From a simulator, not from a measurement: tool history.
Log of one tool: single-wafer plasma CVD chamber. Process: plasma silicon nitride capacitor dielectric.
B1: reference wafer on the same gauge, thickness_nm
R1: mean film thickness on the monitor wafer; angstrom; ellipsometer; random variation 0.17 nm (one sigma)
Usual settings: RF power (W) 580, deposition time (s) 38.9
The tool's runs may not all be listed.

Run 1, hour 0: usual settings; B1 55.474. Result: R1 629.59 angstrom.
Run 2, hour 64.1: usual settings but deposition time (s) 43.5; B1 55.558. Result: R1 699.74 angstrom.
Run 3, hour 191.1: usual settings but deposition time (s) 43.5; B1 55.495. Result: R1 702.39 angstrom.
Run 4, hour 264.7: usual settings but RF power (W) 630; B1 55.536. Result: R1 638.58 angstrom.
Run 5, hour 314.9: usual settings but RF power (W) 555; B1 55.493. Result: R1 621.22 angstrom.
Run 6, hour 374.9: usual settings but deposition time (s) 33; B1 55.514. Result: R1 531.09 angstrom.
Run 7, hour 448.8: usual settings but deposition time (s) 33; B1 55.467. Result: R1 533.42 angstrom.
Run 8, hour 541.2: usual settings but deposition time (s) 33; B1 55.455. Result: R1 533.28 angstrom.
Run 9, hour 597.3: usual settings; B1 55.469. Result: R1 626.19 angstrom.
Run 10, hour 818.2: usual settings; B1 55.493. Result: R1 624.37 angstrom.
At hour 950.7: gauge calibrated.
At hour 991.8: RF generator calibrated.
Run 11, hour 1108.6: usual settings; B1 55.481. Result: R1 637.95 angstrom.
Run 12, hour 1158.9: usual settings; B1 55.502. Result: R1 637.98 angstrom.
Run 13, hour 1230.6: usual settings; B1 55.497. Result: R1 632.37 angstrom.
Run 14, hour 1313.1: usual settings but RF power (W) 690, deposition time (s) 32.2; B1 55.537. Result: R1 543.77 angstrom.
Run 15, hour 1381.4: usual settings but deposition time (s) 44.3; B1 55.482. Result: R1 725.12 angstrom.
Run 16, hour 1468.7: usual settings; B1 55.462. Result: R1 632.35 angstrom.
Run 17, hour 1576.1: usual settings but RF power (W) 540, deposition time (s) 44.4; B1 55.464. Result: R1 709.77 angstrom.

The next listed run, before its measurement:
At hour 1604.4: showerhead replaced.
Run 18, hour 1669.4: usual settings but RF power (W) 550, deposition time (s) 46.6; B1 ?. Result: R1 ?.

B1: 55.494
R1: 751.92 angstrom
Without the tool's hidden state the same run would have given R1 759.36 angstrom.

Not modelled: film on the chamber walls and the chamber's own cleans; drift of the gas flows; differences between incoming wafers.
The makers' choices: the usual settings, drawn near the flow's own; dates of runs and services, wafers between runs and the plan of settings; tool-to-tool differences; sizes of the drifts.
